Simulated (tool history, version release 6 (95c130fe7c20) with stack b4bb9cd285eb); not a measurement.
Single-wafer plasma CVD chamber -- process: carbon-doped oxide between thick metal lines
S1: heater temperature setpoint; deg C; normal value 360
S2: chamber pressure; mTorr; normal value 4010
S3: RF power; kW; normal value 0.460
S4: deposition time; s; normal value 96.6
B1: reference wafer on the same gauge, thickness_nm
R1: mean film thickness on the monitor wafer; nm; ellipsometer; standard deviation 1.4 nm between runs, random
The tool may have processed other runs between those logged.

Run 1, day 0.000: usual settings; B1 432.639. Result: R1 370.580 nm.
Run 2, day 0.650: usual settings; B1 433.112. Result: R1 371.665 nm.
Run 3, day 1.183: usual settings; B1 432.596. Result: R1 370.291 nm.
Run 4, day 1.825: usual settings; B1 432.762. Result: R1 366.913 nm.
Run 5, day 2.096: usual settings; B1 433.032. Result: R1 367.173 nm.
Run 6, day 2.392: usual settings; B1 432.601. Result: R1 370.670 nm.
Run 7, day 2.783: usual settings; B1 432.719. Result: R1 368.875 nm.
Run 8, day 3.417: usual settings; B1 432.695. Result: R1 370.691 nm.
Run 9, day 3.833: usual settings; B1 432.623. Result: R1 365.425 nm.
Run 10, day 4.367: usual settings; B1 433.397. Result: R1 366.571 nm.
At day 4.804: RF generator calibrated.
At day 6.208: capacitance manometer re-zeroed and calibrated.
At day 6.492: showerhead replaced.
At day 6.579: thermocouple changed; heater temperature recalibrated.
Run 11, day 6.600: usual settings; B1 433.058. Result: R1 393.923 nm.
Run 12, day 6.712: usual settings; B1 433.096. Result: R1 395.867 nm.
Run 13, day 8.233: usual settings but S3 0.485 kW, S4 88.4 s; B1 433.257. Result: R1 375.165 nm.
Run 14, day 8.958: usual settings but S3 0.395 kW; B1 432.810. Result: R1 348.888 nm.
At day 9.079: gauge calibrated.
Run 15, day 9.217: usual settings; B1 433.291. Result: R1 397.259 nm.
Run 16, day 9.658: usual settings but S1 356 deg C, S2 3340 mTorr, S3 0.525 kW, S4 112.0 s; B1 433.247. Result: R1 496.856 nm.
Run 17, day 10.392: usual settings; B1 433.113. Result: R1 394.574 nm.
Run 18, day 10.708: usual settings but S1 347 deg C, S3 0.505 kW, S4 109.3 s; B1 432.870. Result: R1 493.732 nm.
Run 19, day 11.358: usual settings but S3 0.435 kW; B1 433.145. Result: R1 376.948 nm.
Run 20, day 11.842: usual settings but S4 86.1 s; B1 433.009. Result: R1 354.096 nm.
Run 21, day 12.508: usual settings but S2 3700 mTorr, S3 0.415 kW; B1 433.448. Result: R1 360.622 nm.
Run 22, day 13.058: usual settings but S1 370 deg C, S2 3580 mTorr, S3 0.545 kW, S4 82.1 s; B1 432.245. Result: R1 367.768 nm.
Run 23, day 13.633: usual settings; B1 432.765. Result: R1 394.344 nm.

Forecast each of these 3 alternatives for the next run:
Run A, day 13.650: usual settings; B1 ?. Result: R1 ?.
Run B, day 13.650: usual settings but S1 346 deg C, S2 4830 mTorr, S4 114.2 s; B1 ?. Result: R1 ?.
Run C, day 13.650: usual settings but S1 367 deg C, S3 0.510 kW; B1 ?. Result: R1 ?.

run       B1       R1
  A  433.310  395.824
  B  433.310  493.150
  C  433.310  419.304
What these runs would have given with no unlogged condition in the tool:
run       R1
  A  397.051
  B  494.679
  C  420.576
